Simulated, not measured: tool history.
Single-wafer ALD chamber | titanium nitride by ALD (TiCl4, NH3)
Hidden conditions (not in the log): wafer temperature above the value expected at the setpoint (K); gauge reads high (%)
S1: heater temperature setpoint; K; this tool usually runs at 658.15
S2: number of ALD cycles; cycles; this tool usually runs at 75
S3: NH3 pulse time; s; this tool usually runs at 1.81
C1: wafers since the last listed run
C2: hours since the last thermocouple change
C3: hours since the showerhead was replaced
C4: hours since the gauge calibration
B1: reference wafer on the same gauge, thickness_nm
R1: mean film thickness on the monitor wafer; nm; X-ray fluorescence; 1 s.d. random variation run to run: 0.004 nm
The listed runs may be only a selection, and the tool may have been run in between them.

run	hour	S1	S2	S3	C1	C2	C3	C4	B1	R1
1	0.0	658.15	75	1.24	0	1894.8	4289.0	669.6	1.781	1.571
2	29.3	658.15	75	1.24	104	1924.1	4318.3	698.9	1.781	1.572
3	52.6	658.15	75	1.24	83	1947.4	4341.6	722.2	1.780	1.570
4	141.2	658.15	75	1.81	316	2036.0	4430.2	810.8	1.778	1.598
5	173.6	658.15	75	1.81	115	2068.4	4462.6	843.2	1.783	1.603
6	201.5	658.15	75	1.81	99	2096.3	4490.5	871.1	1.779	1.610
7	227.4	658.15	75	1.81	92	2122.2	4516.4	897.0	1.778	1.605
8	245.8	658.15	75	1.81	65	2140.6	4534.8	915.4	1.778	1.601
9	269.8	658.15	75	1.81	85	2164.6	4558.8	939.4	1.782	1.604
10	282.2	658.15	75	1.81	44	2177.0	4571.2	951.8	1.779	1.608
11	309.3	658.15	75	1.81	96	2204.1	4598.3	978.9	1.779	1.602
# hour 330.5: showerhead replaced
12	335.6	658.15	75	1.81	65	2230.4	5.1	1005.2	1.782	1.610
# hour 371.1: thermocouple changed; heater temperature recalibrated
13	371.6	658.15	65	1.81	99	0.5	41.1	1041.2	1.782	1.387
14	392.4	658.15	65	1.81	74	21.3	61.9	1062.0	1.780	1.385
15	418.1	645.15	71	2.12	91	47.0	87.6	1087.7	1.781	1.515
16	435.8	658.15	62	1.81	63	64.7	105.3	1105.4	1.781	1.325

Run 17, settings as shown, results not yet in. Your forecast:
# hour 440.4: gauge calibrated
17	453.4	671.15	87	2.12	62	82.3	122.9	13.0	?	?

Run 17 measured B1 1.780, R1 1.906 nm.
Were there no unlogged condition in the tool, this run, its random variation unchanged, would have produced R1 1.906 nm.

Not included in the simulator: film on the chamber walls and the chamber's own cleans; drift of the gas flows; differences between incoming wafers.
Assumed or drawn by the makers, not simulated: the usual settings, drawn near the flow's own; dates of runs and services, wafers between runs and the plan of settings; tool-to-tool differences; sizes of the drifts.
